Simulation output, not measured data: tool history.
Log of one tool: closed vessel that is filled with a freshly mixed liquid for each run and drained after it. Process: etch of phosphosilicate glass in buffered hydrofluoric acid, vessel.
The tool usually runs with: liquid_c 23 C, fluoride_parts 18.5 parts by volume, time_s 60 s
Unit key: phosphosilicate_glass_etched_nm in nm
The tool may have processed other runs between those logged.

run,hour,liquid_c,fluoride_parts,time_s,wafers since the last listed run,hours since the thermometer was replaced,hours since the hydrofluoric acid flow meter was replaced,hours since the gauge calibration,"read-back film thickness of the phosphosilicate glass reference wafer, read on the same gauge (nm)",phosphosilicate_glass_etched_nm
1,0,23,18.5,60,0,951.5,1494.9,1287.9,29.89,148.16
2,83.7,23,18.5,60,5986,1035.2,1578.6,1371.6,29.85,147.68
3,131.4,26.5,18.5,60,3411,1082.9,1626.3,1419.3,29.82,179.75
4,202.8,23,18.5,60,5106,1154.3,1697.7,1490.7,29.77,147.47
5,240.8,23,18.5,60,2717,1192.3,1735.7,1528.7,29.78,147.86
6,302,23,18.5,60,4376,1253.5,1796.9,1589.9,29.74,147.22
7,366.3,23,18.5,60,4598,1317.8,1861.2,1654.2,29.69,147.69
# hour 392.4: thermometer replaced
8,452.5,23,18.5,60,6093,60.1,1947.4,1740.4,29.68,147.25
9,501.3,23,20,60,3490,108.9,1996.2,1789.2,29.63,136.57
10,589.4,23,23,60,6300,197,2084.3,1877.3,29.59,123.44
11,667.9,23,23,60,5614,275.5,2162.8,1955.8,29.55,123.95
# hour 697.9: hydrofluoric acid flow meter replaced
12,710,23,18.5,60,2939,317.6,12.1,1997.9,29.52,147.24
13,783.6,26.5,18.5,85,5263,391.2,85.7,2071.5,29.48,250.33
14,863.9,20,15,90,5742,471.5,166,2151.8,29.38,228
15,1040.6,23,24,60,12637,648.2,342.7,2328.5,29.28,118.32
# hour 1119.5: gauge calibrated
16,1150.9,26,20.5,85,7888,758.5,453,31.4,30.04,226
17,1237.6,23,16,60,6200,845.2,539.7,118.1,30.05,172.22
18,1309.1,23,18.5,60,5113,916.7,611.2,189.6,30.05,149.15
19,1348.6,23,18.5,60,2824,956.2,650.7,229.1,30.05,150.47
20,1411.1,23,18.5,60,4469,1018.7,713.2,291.6,30.04,149.72
21,1470.5,20,18.5,40,4248,1078.1,772.6,351,30.02,84.74
22,1537.5,23,18.5,85,4791,1145.1,839.6,418,30.03,211.56
23,1593.1,23,15.5,60,3976,1200.7,895.2,473.6,30.03,177.42
24,1647.4,27,18.5,75,3883,1255,949.5,527.9,30.01,231.12
25,1705.6,23,18.5,60,4162,1313.2,1007.7,586.1,29.99,150.63
# hour 1768.6: thermometer replaced
26,1770.5,20,15,90,4570,1.9,1072.6,651,29.97,233.06
27,1809.1,23,22,60,2760,40.5,1111.2,689.6,29.99,130.23
28,1990.8,23,13.5,30,12994,222.2,1292.9,871.3,29.94,101.33
29,2050.4,23,18.5,60,4262,281.8,1352.5,930.9,29.94,149.09
30,2144.7,25,25.5,90,6744,376.1,1446.8,1025.2,29.9,194.52
31,2206.3,20,18.5,45,4405,437.7,1508.4,1086.8,29.86,94.31
32,2270.5,18.5,18.5,75,4591,501.9,1572.6,1151,29.85,144.01
33,2351.3,23,18.5,60,5778,582.7,1653.4,1231.8,29.81,147.93

Take each entry between the runs: how does the hidden state at the last listed run before it differ from the hidden state at the first listed run after it?
In the gap between runs 7 and 8: thermometer replaced (hour 392.4)
  gauge reads high (%): -0.957 -> -1.11
  measured minus no-state result, phosphosilicate_glass_etched_nm: -1.43 -> -1.65 nm
In the gap between runs 11 and 12: hydrofluoric acid flow meter replaced (hour 697.9)
  gauge reads high (%): -1.54 -> -1.63
  measured minus no-state result, phosphosilicate_glass_etched_nm: -1.93 -> -2.43 nm
In the gap between runs 15 and 16: gauge calibrated (hour 1119.5)
  gauge reads high (%): -2.39 -> 0.184
  measured minus no-state result, phosphosilicate_glass_etched_nm: -2.9 -> +0.41 nm
In the gap between runs 25 and 26: thermometer replaced (hour 1768.6)
  gauge reads high (%): 0.00114 -> -0.0416
  measured minus no-state result, phosphosilicate_glass_etched_nm: +0 -> -0.09 nm

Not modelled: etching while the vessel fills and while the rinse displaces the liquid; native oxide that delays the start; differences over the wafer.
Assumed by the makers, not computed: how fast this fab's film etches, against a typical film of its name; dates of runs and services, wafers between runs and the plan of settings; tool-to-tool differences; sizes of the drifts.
